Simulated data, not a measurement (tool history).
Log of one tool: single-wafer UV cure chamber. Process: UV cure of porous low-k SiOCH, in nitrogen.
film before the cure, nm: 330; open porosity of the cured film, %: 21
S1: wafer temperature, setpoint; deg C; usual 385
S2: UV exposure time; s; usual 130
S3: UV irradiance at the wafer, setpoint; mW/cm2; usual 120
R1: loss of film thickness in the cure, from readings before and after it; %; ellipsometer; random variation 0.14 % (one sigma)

run   hour   S1   S2   S3      R1
  1      0  399  130  142    9.35
  2    8.2  399  130  142   9.231
  3   18.6  385  130  120   8.421
  4     26  385  130  120   8.435
  5   36.3  385  130  144   8.979
  6   43.4  385  130  144   9.257
  7   94.4  385  130  120   8.269
  8  104.6  385  130  120   8.136
  9  110.6  385  130  120   8.184
 10  119.4  385  130  120   8.286
 11  132.1  385  130  120   7.895
 12  141.4  369  130  120   8.026
 13  159.2  369  130  120   7.879
 14  165.4  385  130  135   8.331
 15  180.8  385  130  135   8.563
 16  197.4  385  130  135   9.941
 17  230.1  385  175  120  10.257
 18  241.9  385  175  120  10.403
 19  275.6  385  130  120    9.25
 20  284.1  395  105  159   9.793
 21  334.2  397  130  120   9.532
 22  351.5  392   65   90   5.472
 23  366.5  376  130  120   9.094
 24  378.3  385  130  120   9.322
 25    388  385  150  130  10.341
 26  398.3  385  130  120   9.488
 27  405.9  397  130  144  10.496
 28  421.8  404  130  134  10.117
 29  437.1  385   65   88    5.42
 30  454.1  385  130  120   9.079
 31  467.3  385   70  142   7.457
 32  476.3  367   70  120   6.442
 33    492  399   60  104    5.84
 34  503.9  385   95  131   8.291
 35  519.6  385  130  144   9.972
 36  526.7  385  130  120   9.217
 37  544.5  379  190  131  10.789
 38  563.3  385  130  120   9.247

Not shown: 2 entries that the log had between the listed runs. Between which runs, and how does the tool's hidden state differ before and after?
Between runs 15 and 16: UV bulbs replaced (hour 195.9)
  lamp output below its setpoint, %: 26.8 -> 1.43
  measured less the result without the state, R1: -1.286 -> -0.062 %
Between runs 27 and 28: quartz window cleaned (hour 421.2)
  lamp output below its setpoint, %: 1.89 -> 1.96
  measured less the result without the state, R1: -0.083 -> -0.084 %
